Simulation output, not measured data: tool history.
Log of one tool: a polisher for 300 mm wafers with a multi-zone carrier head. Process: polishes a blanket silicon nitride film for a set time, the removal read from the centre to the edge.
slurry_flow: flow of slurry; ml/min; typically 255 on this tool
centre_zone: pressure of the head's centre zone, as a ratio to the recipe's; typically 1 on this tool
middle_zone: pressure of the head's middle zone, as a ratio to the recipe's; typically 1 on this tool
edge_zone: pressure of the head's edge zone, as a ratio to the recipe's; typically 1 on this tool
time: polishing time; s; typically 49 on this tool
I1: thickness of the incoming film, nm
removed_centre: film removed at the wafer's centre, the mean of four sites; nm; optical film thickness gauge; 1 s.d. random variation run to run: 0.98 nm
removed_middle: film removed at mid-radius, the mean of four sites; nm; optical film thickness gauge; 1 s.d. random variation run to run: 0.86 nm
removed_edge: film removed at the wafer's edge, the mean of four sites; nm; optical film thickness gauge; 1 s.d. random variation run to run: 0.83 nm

Run 1, hour 0: usual settings but slurry_flow 205 ml/min; I1 694.7. Result: removed_centre 70.8 nm, removed_middle 69.1 nm, removed_edge 70.2 nm.
Run 2, hour 59.8: usual settings; I1 699.2. Result: removed_centre 72.2 nm, removed_middle 72.7 nm, removed_edge 72.1 nm.
Run 3, hour 96.1: usual settings; I1 710.6. Result: removed_centre 72.4 nm, removed_middle 71.9 nm, removed_edge 72.5 nm.
At hour 133.9: worn pad replaced by a new one.
Run 4, hour 148.6: usual settings; I1 692. Result: removed_centre 73.6 nm, removed_middle 70.9 nm, removed_edge 72.4 nm.
At hour 175.1: slurry nozzle cleaned.
At hour 193.9: edge zone pressure recalibrated.
Run 5, hour 215.5: usual settings but slurry_flow 210 ml/min, edge_zone 0.92; I1 708.6. Result: removed_centre 71.9 nm, removed_middle 69.1 nm, removed_edge 67.7 nm.
Run 6, hour 248.1: usual settings but middle_zone 0.92; I1 706.5. Result: removed_centre 72.5 nm, removed_middle 66.8 nm, removed_edge 73 nm.
Run 7, hour 275: usual settings but middle_zone 0.92; I1 711.6. Result: removed_centre 71.7 nm, removed_middle 65.8 nm, removed_edge 72.9 nm.
Run 8, hour 326.3: usual settings but edge_zone 1.04, time 33 s; I1 696.6. Result: removed_centre 48.5 nm, removed_middle 48.4 nm, removed_edge 49.5 nm.
Run 9, hour 381.2: usual settings but slurry_flow 285 ml/min, centre_zone 1.1, edge_zone 0.94; I1 705. Result: removed_centre 81.6 nm, removed_middle 71 nm, removed_edge 71.2 nm.
Run 10, hour 422.2: usual settings but slurry_flow 300 ml/min, centre_zone 1.06, middle_zone 1.11, edge_zone 0.9; I1 713.3. Result: removed_centre 79.3 nm, removed_middle 78.7 nm, removed_edge 69.8 nm.
At hour 476.8: worn pad replaced by a new one.
Run 11, hour 494.1: usual settings but centre_zone 1.07; I1 701.6. Result: removed_centre 79.2 nm, removed_middle 71.7 nm, removed_edge 71.8 nm.
Run 12, hour 519.4: usual settings but middle_zone 0.89, time 58 s; I1 706.6. Result: removed_centre 86.9 nm, removed_middle 75.5 nm, removed_edge 84.2 nm.
Run 13, hour 551.6: usual settings but slurry_flow 200 ml/min, middle_zone 1.04, time 57 s; I1 695.3. Result: removed_centre 80.9 nm, removed_middle 82.3 nm, removed_edge 81.9 nm.
At hour 563: carrier head's membrane replaced by a new one.
Run 14, hour 619: usual settings but edge_zone 1.04, time 33 s; I1 707.2. Result: removed_centre 48.8 nm, removed_middle 47.9 nm, removed_edge 48.7 nm.
Run 15, hour 663.6: usual settings but centre_zone 0.92, edge_zone 1.04; I1 708.7. Result: removed_centre 67.3 nm, removed_middle 72.6 nm, removed_edge 72.8 nm.
At hour 685.1: centre zone pressure recalibrated.
Run 16, hour 704: usual settings but slurry_flow 185 ml/min, middle_zone 1.09; I1 704.8. Result: removed_centre 69.1 nm, removed_middle 73.8 nm, removed_edge 70.5 nm.
Run 17, hour 731.1: usual settings but centre_zone 1.05, middle_zone 1.11; I1 709.4. Result: removed_centre 77.3 nm, removed_middle 78.3 nm, removed_edge 71.5 nm.
At hour 747.7: worn pad replaced by a new one.
At hour 751.8: edge zone pressure recalibrated.
Run 18, hour 773.3: usual settings but slurry_flow 285 ml/min, centre_zone 1.1, edge_zone 0.94; I1 709.8. Result: removed_centre 79.8 nm, removed_middle 70.1 nm, removed_edge 68.8 nm.
Run 19, hour 832.8: usual settings but slurry_flow 285 ml/min, middle_zone 0.9, edge_zone 1.08, time 40 s; I1 695.9. Result: removed_centre 60.2 nm, removed_middle 52.7 nm, removed_edge 61.7 nm.
Run 20, hour 872.7: usual settings; I1 701.7. Result: removed_centre 72.6 nm, removed_middle 71 nm, removed_edge 72.6 nm.
Run 21, hour 902.3: usual settings; I1 698.6. Result: removed_centre 73.7 nm, removed_middle 71.5 nm, removed_edge 71.8 nm.

Predict each of these 5 candidate next runs independently; none follows another, all start after run 21:
Run A, hour 902.7: usual settings but centre_zone 1.11; I1 712.1. Result: removed_centre ?, removed_middle ?, removed_edge ?.
Run B, hour 902.7: usual settings but middle_zone 0.96; I1 712.1. Result: removed_centre ?, removed_middle ?, removed_edge ?.
Run C, hour 902.7: usual settings but slurry_flow 335 ml/min, edge_zone 0.9; I1 712.1. Result: removed_centre ?, removed_middle ?, removed_edge ?.
Run D, hour 902.7: usual settings but slurry_flow 310 ml/min, centre_zone 1.08, middle_zone 1.07, edge_zone 0.89; I1 712.1. Result: removed_centre ?, removed_middle ?, removed_edge ?.
Run E, hour 902.7: usual settings but middle_zone 1.05, edge_zone 1.09, time 35 s; I1 712.1. Result: removed_centre ?, removed_middle ?, removed_edge ?.

run  removed_centre  removed_middle  removed_edge
  A            83.6            70.6          73.4
  B            75.2            68.2          73.5
  C            77.4            72.5          71.3
  D            83.1            76.2          70.5
  E            53.7            52.6          54.7
Stripped of hidden state, with their random variation kept, the same runs would have yielded:
run  removed_centre  removed_middle  removed_edge
  A            83.6            70.6          73.4
  B            75.2            68.2          73.5
  C            77.4            72.5          71.3
  D            83.1            76.2          70.5
  E            53.7            52.6          54.7
